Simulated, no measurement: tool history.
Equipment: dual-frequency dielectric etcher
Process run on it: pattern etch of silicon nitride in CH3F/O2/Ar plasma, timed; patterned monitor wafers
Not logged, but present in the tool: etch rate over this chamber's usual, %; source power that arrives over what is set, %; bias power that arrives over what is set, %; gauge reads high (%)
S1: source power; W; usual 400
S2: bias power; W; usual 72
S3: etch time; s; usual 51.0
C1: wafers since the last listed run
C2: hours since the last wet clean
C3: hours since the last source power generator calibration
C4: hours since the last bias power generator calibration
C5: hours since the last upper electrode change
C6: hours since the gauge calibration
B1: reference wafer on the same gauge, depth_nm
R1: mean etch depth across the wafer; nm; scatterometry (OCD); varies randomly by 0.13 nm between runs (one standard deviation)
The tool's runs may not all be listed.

run   hour   S1  S2    S3   C1     C2      C3      C4      C5     C6     B1     R1
  1    0.0  400  72  51.0    0  175.2  3225.0  2042.9  4403.0  346.5  43.50  37.93
  2   13.4  400  72  51.0  134  188.6  3238.4  2056.3  4416.4  359.9  43.48  38.26
  3   49.1  400  72  51.0  358  224.3  3274.1  2092.0  4452.1  395.6  43.50  38.16
  4   71.2  400  72  46.0  222  246.4  3296.2  2114.1  4474.2  417.7  43.49  34.76
  5   84.6  400  72  46.0  134  259.8  3309.6  2127.5  4487.6  431.1  43.50  34.68
  6  119.0  400  72  46.0  345  294.2  3344.0  2161.9  4522.0  465.5  43.49  34.75
  7  137.2  400  72  51.0  182  312.4  3362.2  2180.1  4540.2  483.7  43.50  38.44
  8  162.4  400  72  51.0  253  337.6  3387.4  2205.3  4565.4  508.9  43.50  38.61
  9  188.0  400  72  51.0  257  363.2  3413.0  2230.9  4591.0  534.5  43.50  38.46
 10  201.5  470  72  51.0  135  376.7  3426.5  2244.4  4604.5  548.0  43.50  41.36
 11  216.6  470  72  51.0  151  391.8  3441.6  2259.5  4619.6  563.1  43.48  41.42
     224.1  -- gauge calibrated
     246.3  -- wet clean of the chamber
 12  252.3  470  72  51.0  117    6.0  3477.3  2295.2  4655.3   28.2  43.51  40.14
 13  286.4  400  72  51.0  342   40.1  3511.4  2329.3  4689.4   62.3  43.51  37.63
 14  303.6  400  72  51.0  172   57.3  3528.6  2346.5  4706.6   79.5  43.50  37.37
     336.6  -- upper electrode replaced, of another model than before
 15  337.1  400  72  51.0   95   90.8  3562.1  2380.0     0.5  113.0  43.48  37.77
 16  346.2  400  72  51.0   91   99.9  3571.2  2389.1     9.6  122.1  43.51  37.51
     366.7  -- bias power generator calibrated
 17  370.8  320  54  37.0  207  124.5  3595.8     4.1    34.2  146.7  43.48  21.25
 18  388.8  400  72  46.0  180  142.5  3613.8    22.1    52.2  164.7  43.50  34.06
 19  402.2  400  64  51.0  134  155.9  3627.2    35.5    65.6  178.1  43.51  36.83
 20  429.9  460  78  57.5  278  183.6  3654.9    63.2    93.3  205.8  43.50  48.15
 21  444.6  400  82  38.0  147  198.3  3669.6    77.9   108.0  220.5  43.52  29.47
     449.8  -- source power generator calibrated
 22  463.6  460  72  51.0  150  217.3    13.8    96.9   127.0  239.5  43.48  41.95
 23  492.6  400  72  51.0  291  246.3    42.8   125.9   156.0  268.5  43.49  38.14
 24  513.4  400  65  51.0  209  267.1    63.6   146.7   176.8  289.3  43.52  37.39
 25  529.4  440  77  36.0  160  283.1    79.6   162.7   192.8  305.3  43.50  29.60
 26  541.6  400  72  51.0  122  295.3    91.8   174.9   205.0  317.5  43.50  38.38
 27  573.9  460  72  46.0  324  327.6   124.1   207.2   237.3  349.8  43.49  38.25
 28  599.3  440  60  41.0  255  353.0   149.5   232.6   262.7  375.2  43.48  31.85

5 ways to go on from here, each from the tool as it stands after run 28. What would each give?
  A  599.7  400  72  60.5   4  353.4  149.9  233.0  263.1  375.6   ?   ?
  B  599.7  470  72  57.5   4  353.4  149.9  233.0  263.1  375.6   ?   ?
  C  599.7  400  89  43.5   4  353.4  149.9  233.0  263.1  375.6   ?   ?
  D  599.7  340  72  36.5   4  353.4  149.9  233.0  263.1  375.6   ?   ?
  E  599.7  370  65  42.0   4  353.4  149.9  233.0  263.1  375.6   ?   ?

run     B1     R1
  A  43.48  45.77
  B  43.48  48.59
  C  43.48  34.80
  D  43.48  24.28
  E  43.48  29.20
With no hidden state in the tool, these same runs would have given:
run     R1
  A  44.14
  B  46.86
  C  33.56
  D  23.41
  E  28.16
